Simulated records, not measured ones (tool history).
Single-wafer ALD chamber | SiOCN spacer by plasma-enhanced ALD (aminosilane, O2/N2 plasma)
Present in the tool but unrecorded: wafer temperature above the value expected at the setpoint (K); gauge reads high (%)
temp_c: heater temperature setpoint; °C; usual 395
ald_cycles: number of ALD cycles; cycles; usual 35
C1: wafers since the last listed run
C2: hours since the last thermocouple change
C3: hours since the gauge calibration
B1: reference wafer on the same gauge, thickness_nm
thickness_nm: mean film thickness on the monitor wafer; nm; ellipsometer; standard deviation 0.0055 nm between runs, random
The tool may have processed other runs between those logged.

run 1 hour=0 | temp_c=395 ald_cycles=30 | C1=0 C2=1071 C3=195.2 | B1=2.373 | thickness_nm=1.866
run 2 hour=16.3 | temp_c=395 ald_cycles=30 | C1=65 C2=1087.3 C3=211.5 | B1=2.37 | thickness_nm=1.886
run 3 hour=23.2 | temp_c=395 ald_cycles=35 | C1=27 C2=1094.2 C3=218.4 | B1=2.371 | thickness_nm=2.185
run 4 hour=37.4 | temp_c=395 ald_cycles=35 | C1=57 C2=1108.4 C3=232.6 | B1=2.368 | thickness_nm=2.183
run 5 hour=52.7 | temp_c=406 ald_cycles=37 | C1=61 C2=1123.7 C3=247.9 | B1=2.365 | thickness_nm=2.252
run 6 hour=69.1 | temp_c=406 ald_cycles=37 | C1=66 C2=1140.1 C3=264.3 | B1=2.363 | thickness_nm=2.249
run 7 hour=82.4 | temp_c=395 ald_cycles=35 | C1=53 C2=1153.4 C3=277.6 | B1=2.361 | thickness_nm=2.182
run 8 hour=97.4 | temp_c=395 ald_cycles=35 | C1=60 C2=1168.4 C3=292.6 | B1=2.356 | thickness_nm=2.18
run 9 hour=107.2 | temp_c=395 ald_cycles=35 | C1=39 C2=1178.2 C3=302.4 | B1=2.358 | thickness_nm=2.182
run 10 hour=120.7 | temp_c=395 ald_cycles=39 | C1=54 C2=1191.7 C3=315.9 | B1=2.354 | thickness_nm=2.431
run 11 hour=134.5 | temp_c=395 ald_cycles=35 | C1=55 C2=1205.5 C3=329.7 | B1=2.351 | thickness_nm=2.174
run 12 hour=143.3 | temp_c=395 ald_cycles=35 | C1=35 C2=1214.3 C3=338.5 | B1=2.351 | thickness_nm=2.169
run 13 hour=159.8 | temp_c=395 ald_cycles=35 | C1=66 C2=1230.8 C3=355 | B1=2.347 | thickness_nm=2.157
run 14 hour=166.8 | temp_c=395 ald_cycles=35 | C1=28 C2=1237.8 C3=362 | B1=2.348 | thickness_nm=2.166
run 15 hour=182.3 | temp_c=402 ald_cycles=35 | C1=62 C2=1253.3 C3=377.5 | B1=2.342 | thickness_nm=2.148
run 16 hour=197.4 | temp_c=402 ald_cycles=35 | C1=60 C2=1268.4 C3=392.6 | B1=2.341 | thickness_nm=2.139
-- hour=201.1 gauge calibrated
run 17 hour=210.6 | temp_c=402 ald_cycles=35 | C1=53 C2=1281.6 C3=9.5 | B1=2.385 | thickness_nm=2.188
run 18 hour=229.9 | temp_c=391 ald_cycles=35 | C1=77 C2=1300.9 C3=28.8 | B1=2.385 | thickness_nm=2.2
run 19 hour=246.3 | temp_c=391 ald_cycles=35 | C1=66 C2=1317.3 C3=45.2 | B1=2.384 | thickness_nm=2.2
run 20 hour=255.5 | temp_c=395 ald_cycles=33 | C1=37 C2=1326.5 C3=54.4 | B1=2.383 | thickness_nm=2.075
run 21 hour=268.7 | temp_c=395 ald_cycles=33 | C1=53 C2=1339.7 C3=67.6 | B1=2.383 | thickness_nm=2.067
run 22 hour=282.8 | temp_c=395 ald_cycles=35 | C1=56 C2=1353.8 C3=81.7 | B1=2.38 | thickness_nm=2.201
run 23 hour=296.4 | temp_c=402 ald_cycles=33 | C1=54 C2=1367.4 C3=95.3 | B1=2.383 | thickness_nm=2.06
run 24 hour=306.3 | temp_c=408 ald_cycles=35 | C1=39 C2=1377.3 C3=105.2 | B1=2.38 | thickness_nm=2.138
run 25 hour=321.7 | temp_c=407 ald_cycles=35 | C1=62 C2=1392.7 C3=120.6 | B1=2.378 | thickness_nm=2.14
run 26 hour=339.1 | temp_c=395 ald_cycles=35 | C1=70 C2=1410.1 C3=138 | B1=2.378 | thickness_nm=2.188
run 27 hour=352.3 | temp_c=395 ald_cycles=28 | C1=53 C2=1423.3 C3=151.2 | B1=2.378 | thickness_nm=1.757
run 28 hour=363.4 | temp_c=401 ald_cycles=29 | C1=44 C2=1434.4 C3=162.3 | B1=2.378 | thickness_nm=1.81

The next listed run, before its measurement:
-- hour=375.6 thermocouple changed; heater temperature recalibrated
run 29 hour=376.8 | temp_c=403 ald_cycles=30 | C1=21 C2=1.2 C3=175.7 | B1=? | thickness_nm=?

Run 29 produced B1 2.374, thickness_nm 1.865 nm.
Minus the tool's unlogged condition, the same run would have read thickness_nm 1.869 nm.

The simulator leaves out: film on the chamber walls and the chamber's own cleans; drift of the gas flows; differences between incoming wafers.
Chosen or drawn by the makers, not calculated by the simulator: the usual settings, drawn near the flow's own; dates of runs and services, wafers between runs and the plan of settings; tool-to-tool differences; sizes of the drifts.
